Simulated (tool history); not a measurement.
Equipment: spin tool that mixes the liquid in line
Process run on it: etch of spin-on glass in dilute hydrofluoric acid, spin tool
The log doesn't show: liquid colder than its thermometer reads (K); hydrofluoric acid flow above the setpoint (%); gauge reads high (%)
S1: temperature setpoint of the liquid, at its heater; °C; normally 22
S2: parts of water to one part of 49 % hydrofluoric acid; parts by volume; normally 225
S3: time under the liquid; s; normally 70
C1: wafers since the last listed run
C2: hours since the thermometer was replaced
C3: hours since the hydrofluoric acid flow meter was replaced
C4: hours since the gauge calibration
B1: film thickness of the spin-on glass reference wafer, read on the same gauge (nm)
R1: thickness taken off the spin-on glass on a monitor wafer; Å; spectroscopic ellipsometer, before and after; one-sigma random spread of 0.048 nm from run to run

Run 1, day 0: usual settings; C1 0; C2 432.2; C3 663.5; C4 863.7; B1 80.03. Result: R1 134.6 Å.
Run 2, day 4.492: usual settings; C1 1581; C2 540; C3 771.3; C4 971.5; B1 79.98. Result: R1 133.5 Å.
Run 3, day 7.408: usual settings; C1 1026; C2 610; C3 841.3; C4 1041.5; B1 80.02. Result: R1 133.8 Å.
Run 4, day 10.842: usual settings; C1 1208; C2 692.4; C3 923.7; C4 1123.9; B1 80. Result: R1 134.8 Å.
Run 5, day 13.962: usual settings; C1 1098; C2 767.3; C3 998.6; C4 1198.8; B1 80. Result: R1 134.3 Å.
Run 6, day 16.721: usual settings but S2 165 parts by volume; C1 970; C2 833.5; C3 1064.8; C4 1265; B1 79.98. Result: R1 193.4 Å.
Run 7, day 20.538: usual settings but S2 165 parts by volume; C1 1343; C2 925.1; C3 1156.4; C4 1356.6; B1 80. Result: R1 195.4 Å.
Run 8, day 24.133: usual settings; C1 1265; C2 1011.4; C3 1242.7; C4 1442.9; B1 79.99. Result: R1 134.7 Å.
At day 25.412: hydrofluoric acid flow meter replaced.
Run 9, day 26.283: usual settings; C1 742; C2 1063; C3 20.9; C4 1494.5; B1 80.01. Result: R1 129.5 Å.
At day 27.729: thermometer replaced.
Run 10, day 28.938: usual settings but S1 26 °C, S2 155 parts by volume, S3 95 s; C1 919; C2 29; C3 84.6; C4 1558.2; B1 79.98. Result: R1 331.1 Å.
Run 11, day 32.433: usual settings but S1 26 °C, S2 280 parts by volume; C1 1230; C2 112.9; C3 168.5; C4 1642.1; B1 80.03. Result: R1 117.4 Å.
Run 12, day 40.7: usual settings; C1 2910; C2 311.3; C3 366.9; C4 1840.5; B1 80.01. Result: R1 133.8 Å.
Run 13, day 44.562: usual settings; C1 1359; C2 404; C3 459.6; C4 1933.2; B1 80.01. Result: R1 134.6 Å.
Run 14, day 46.558: usual settings but S3 35 s; C1 702; C2 451.9; C3 507.5; C4 1981.1; B1 80.01. Result: R1 66.8 Å.
Run 15, day 50.808: usual settings but S2 300 parts by volume; C1 1496; C2 553.9; C3 609.5; C4 2083.1; B1 79.98. Result: R1 93.3 Å.
Run 16, day 55.183: usual settings but S1 26 °C, S2 155 parts by volume, S3 95 s; C1 1540; C2 658.9; C3 714.5; C4 2188.1; B1 80.02. Result: R1 332.2 Å.
At day 56.362: gauge calibrated.
Run 17, day 58.346: usual settings but S1 19.5 °C, S3 45 s; C1 1113; C2 734.8; C3 790.4; C4 47.6; B1 80. Result: R1 78 Å.
Run 18, day 60.588: usual settings; C1 789; C2 788.6; C3 844.2; C4 101.4; B1 79.99. Result: R1 134.4 Å.
Run 19, day 62.238: usual settings but S1 18 °C, S3 105 s; C1 580; C2 828.2; C3 883.8; C4 141; B1 80.02. Result: R1 172.8 Å.
At day 65.979: hydrofluoric acid flow meter replaced.
Run 20, day 66.567: usual settings but S1 19 °C, S2 180 parts by volume, S3 60 s; C1 1509; C2 932.1; C3 14.1; C4 244.9; B1 79.98. Result: R1 129.9 Å.
Run 21, day 70.788: usual settings but S2 145 parts by volume, S3 110 s; C1 1485; C2 1033.4; C3 115.4; C4 346.2; B1 80.02. Result: R1 343.7 Å.
At day 72.071: thermometer replaced.
Run 22, day 74.075: usual settings but S1 25.5 °C, S2 320 parts by volume, S3 95 s; C1 1142; C2 48.1; C3 194.3; C4 425.1; B1 80.01. Result: R1 131.7 Å.
Run 23, day 84.275: usual settings but S2 295 parts by volume, S3 35 s; C1 3590; C2 292.9; C3 439.1; C4 669.9; B1 80.02. Result: R1 48 Å.
Run 24, day 86.025: usual settings but S1 17.5 °C, S2 155 parts by volume; C1 616; C2 334.9; C3 481.1; C4 711.9; B1 80. Result: R1 175.7 Å.
Run 25, day 88.792: usual settings; C1 973; C2 401.3; C3 547.5; C4 778.3; B1 79.99. Result: R1 134.4 Å.
Run 26, day 91.288: usual settings but S1 20 °C, S2 270 parts by volume, S3 110 s; C1 878; C2 461.2; C3 607.4; C4 838.2; B1 80.03. Result: R1 157.5 Å.
Run 27, day 95.45: usual settings but S1 20.5 °C, S3 100 s; C1 1465; C2 561.1; C3 707.3; C4 938.1; B1 80. Result: R1 181.3 Å.
Run 28, day 98.354: usual settings but S1 19.5 °C, S2 265 parts by volume, S3 55 s; C1 1022; C2 630.8; C3 777; C4 1007.8; B1 80. Result: R1 78.8 Å.
Run 29, day 101.858: usual settings but S1 26 °C, S2 275 parts by volume, S3 50 s; C1 1233; C2 714.9; C3 861.1; C4 1091.9; B1 80.02. Result: R1 86.6 Å.
Run 30, day 105.867: usual settings but S1 26.5 °C, S2 285 parts by volume, S3 60 s; C1 1411; C2 811.1; C3 957.3; C4 1188.1; B1 80. Result: R1 100.6 Å.
Run 31, day 108.204: usual settings but S2 285 parts by volume, S3 95 s; C1 822; C2 867.2; C3 1013.4; C4 1244.2; B1 79.98. Result: R1 136.8 Å.
Run 32, day 112.05: usual settings but S1 25 °C, S2 140 parts by volume; C1 1353; C2 959.5; C3 1105.7; C4 1336.5; B1 80.02. Result: R1 266.5 Å.

Consider 5 possible next runs. They are alternatives, not a sequence: every one starts from the tool as it was left by run 32. What does each give?
Run A, day 112.067: usual settings but S2 265 parts by volume; C1 5; C2 959.9; C3 1106.1; C4 1336.9; B1 ?. Result: R1 ?.
Run B, day 112.067: usual settings but S1 19 °C, S2 140 parts by volume; C1 5; C2 959.9; C3 1106.1; C4 1336.9; B1 ?. Result: R1 ?.
Run C, day 112.067: usual settings but S3 45 s; C1 5; C2 959.9; C3 1106.1; C4 1336.9; B1 ?. Result: R1 ?.
Run D, day 112.067: usual settings but S1 20 °C, S2 255 parts by volume, S3 60 s; C1 5; C2 959.9; C3 1106.1; C4 1336.9; B1 ?. Result: R1 ?.
Run E, day 112.067: usual settings but S1 20.5 °C; C1 5; C2 959.9; C3 1106.1; C4 1336.9; B1 ?. Result: R1 ?.

run     B1     R1
  A  80.03  109.9
  B  80.03  208.4
  C  80.03   86.4
  D  80.03   91.6
  E  80.03  126.9
What these runs would have given with no unlogged condition in the tool:
run     R1
  A  108.2
  B  206.7
  C   85.2
  D   90.4
  E  125.3
